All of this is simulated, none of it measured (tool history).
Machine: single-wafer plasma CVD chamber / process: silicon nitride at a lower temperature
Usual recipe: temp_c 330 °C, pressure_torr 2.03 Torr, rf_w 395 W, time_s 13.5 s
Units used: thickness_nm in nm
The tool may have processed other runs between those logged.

run	day	temp_c	pressure_torr	rf_w	time_s	wafers since the last listed run	hours since the last thermocouple change	hours since the last RF generator calibration	hours since the last manometer calibration	hours since the showerhead was replaced	hours since the gauge calibration	read-back reference wafer on the same gauge, thickness_nm	thickness_nm
1	0.000	330	2.03	395	13.5	0	2113.0	1570.4	646.6	6608.1	155.8	19.886	20.365
2	2.283	330	2.03	395	13.5	1493	2167.8	1625.2	701.4	6662.9	210.6	19.878	20.448
3	4.688	330	2.03	395	13.5	1572	2225.5	1682.9	759.1	6720.6	268.3	19.895	20.364
4	8.342	330	2.03	395	13.5	2389	2313.2	1770.6	846.8	6808.3	356.0	19.901	20.503
5	10.008	330	2.03	395	13.5	1089	2353.2	1810.6	886.8	6848.3	396.0	19.884	20.175
6	13.646	330	2.03	395	13.5	2378	2440.5	1897.9	974.1	6935.6	483.3	19.901	20.209
7	17.671	330	2.03	395	13.5	2632	2537.1	1994.5	1070.7	7032.2	579.9	19.898	20.182
8	19.429	330	2.03	365	13.5	1149	2579.3	2036.7	1112.9	7074.4	622.1	19.912	18.549
9	23.421	330	2.03	365	13.5	2610	2675.1	2132.5	1208.7	7170.2	717.9	19.896	18.507
10	27.671	330	2.03	395	13.5	2779	2777.1	2234.5	1310.7	7272.2	819.9	19.889	20.175
# day 30.058: RF generator calibrated
# day 31.575: capacitance manometer re-zeroed and calibrated
11	31.788	330	2.03	395	13.5	2256	2875.9	41.5	5.1	7371.0	918.7	19.885	21.431
# day 32.733: showerhead replaced
12	34.583	330	2.03	395	13.5	1610	2943.0	108.6	72.2	44.4	985.8	19.910	21.448
# day 35.946: thermocouple changed; heater temperature recalibrated
13	36.100	330	2.03	395	13.5	773	3.7	145.0	108.6	80.8	1022.2	19.906	21.349
14	39.196	318	2.03	325	13.5	2024	78.0	219.3	182.9	155.1	1096.5	19.899	17.273
15	40.704	330	2.03	395	13.5	986	114.2	255.5	219.1	191.3	1132.7	19.920	21.366
16	44.704	330	2.03	395	13.5	2615	210.2	351.5	315.1	287.3	1228.7	19.903	21.115
17	47.746	330	2.50	395	13.5	1989	283.2	424.5	388.1	360.3	1301.7	19.885	22.123
18	49.462	330	2.03	395	13.5	1122	324.4	465.7	429.3	401.5	1342.9	19.894	21.105
# day 51.879: gauge calibrated
19	52.367	326	1.78	395	11.9	1899	394.1	535.4	499.0	471.2	11.7	19.912	18.231
20	54.183	319	2.40	395	13.5	1188	437.7	579.0	542.6	514.8	55.3	19.906	21.888
21	56.471	330	2.03	395	13.5	1495	492.6	633.9	597.5	569.7	110.2	19.893	21.251
22	58.692	330	2.03	395	13.5	1452	545.9	687.2	650.8	623.0	163.5	19.909	21.085
23	61.388	319	2.03	395	15.3	1762	610.6	751.9	715.5	687.7	228.2	19.879	23.966
24	63.979	336	1.83	350	15.8	1694	672.8	814.1	777.7	749.9	290.4	19.893	21.114
25	66.258	330	2.29	460	13.5	1490	727.5	868.8	832.4	804.6	345.1	19.925	24.701
26	69.283	330	2.22	395	13.5	1978	800.1	941.4	905.0	877.2	417.7	19.891	21.135

Same runs, no hidden state in the tool, same run-to-run variation:
The hidden state here: wafer temperature above the value expected at the setpoint (K); delivered RF power above the setpoint (%); true pressure above the setpoint (%); gauge reads high (%).
run	thickness_nm
1	21.413
2	21.531
3	21.476
4	21.672
5	21.349
6	21.435
7	21.462
8	19.782
9	19.791
10	21.594
11	21.506
12	21.556
13	21.474
14	17.423
15	21.548
16	21.346
17	22.405
18	21.397
19	18.515
20	22.253
21	21.635
22	21.495
23	24.472
24	21.625
25	25.215
26	21.685

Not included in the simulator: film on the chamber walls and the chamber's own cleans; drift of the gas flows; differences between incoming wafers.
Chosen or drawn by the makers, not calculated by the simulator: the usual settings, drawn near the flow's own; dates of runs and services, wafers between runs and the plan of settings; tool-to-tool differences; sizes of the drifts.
